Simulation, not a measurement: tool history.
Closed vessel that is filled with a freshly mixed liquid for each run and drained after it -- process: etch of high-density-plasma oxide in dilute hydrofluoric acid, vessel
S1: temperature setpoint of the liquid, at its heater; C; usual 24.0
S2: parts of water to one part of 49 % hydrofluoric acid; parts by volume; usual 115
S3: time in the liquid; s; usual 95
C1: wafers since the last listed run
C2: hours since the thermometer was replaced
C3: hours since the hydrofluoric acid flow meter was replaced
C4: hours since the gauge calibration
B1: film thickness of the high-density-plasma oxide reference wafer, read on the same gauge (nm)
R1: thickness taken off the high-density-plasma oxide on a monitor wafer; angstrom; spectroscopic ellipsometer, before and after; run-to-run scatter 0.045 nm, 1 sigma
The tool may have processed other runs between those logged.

run	day	S1	S2	S3	C1	C2	C3	C4	B1	R1
1	0.000	26.5	160	95	0	1930.0	396.9	737.8	59.98	55.9
# day 1.392: hydrofluoric acid flow meter replaced
2	2.092	26.5	160	95	6334	1980.2	16.8	788.0	60.00	53.9
3	3.892	24.0	115	75	5562	2023.4	60.0	831.2	59.99	58.3
4	5.196	24.0	115	75	4029	2054.7	91.3	862.5	59.99	58.7
5	7.583	24.0	115	95	7377	2112.0	148.6	919.8	60.00	74.4
6	9.808	24.0	115	95	6875	2165.4	202.0	973.2	59.95	73.9
7	16.817	24.0	115	95	21656	2333.6	370.2	1141.4	60.00	75.3
8	18.971	20.5	115	95	6656	2385.3	421.9	1193.1	59.98	66.2
# day 20.804: hydrofluoric acid flow meter replaced
9	21.450	20.5	115	95	7532	2444.8	15.5	1252.6	59.99	64.6
10	25.533	20.5	115	95	12617	2542.8	113.5	1350.6	60.04	64.1
# day 25.750: thermometer replaced
11	28.362	24.0	115	95	8613	62.7	181.4	1418.5	59.95	69.7
# day 28.529: gauge calibrated
12	30.633	22.0	65	60	7017	117.2	235.9	50.5	60.00	76.2
13	32.621	20.5	115	95	6141	164.9	283.6	98.2	60.00	61.3
14	33.904	24.0	100	120	3965	195.7	314.4	129.0	59.99	105.3
15	36.608	24.0	115	50	8356	260.6	379.3	193.9	60.01	37.1
# day 38.550: hydrofluoric acid flow meter replaced
16	38.675	24.0	90	95	6257	310.2	3.0	243.5	60.00	91.7
17	41.188	22.5	150	140	7763	370.5	63.3	303.8	60.01	70.5
18	43.358	26.0	155	95	6707	422.6	115.4	355.9	59.98	53.6
19	45.179	22.0	155	95	5626	466.3	159.1	399.6	60.01	46.7
20	46.925	26.0	140	140	5394	508.2	201.0	441.5	60.03	90.2

What if the next run were any one of these 3? Each begins from the tool's condition after run 20:
A	46.954	24.0	115	95	90	508.9	201.7	442.2	?	?
B	46.954	19.5	145	40	90	508.9	201.7	442.2	?	?
C	46.954	24.0	130	65	90	508.9	201.7	442.2	?	?

run	B1	R1
A	60.03	70.8
B	60.03	19.1
C	60.03	42.1
With the hidden condition removed and each run's random variation left untouched, the same runs would have given:
run	R1
A	68.6
B	18.5
C	40.8
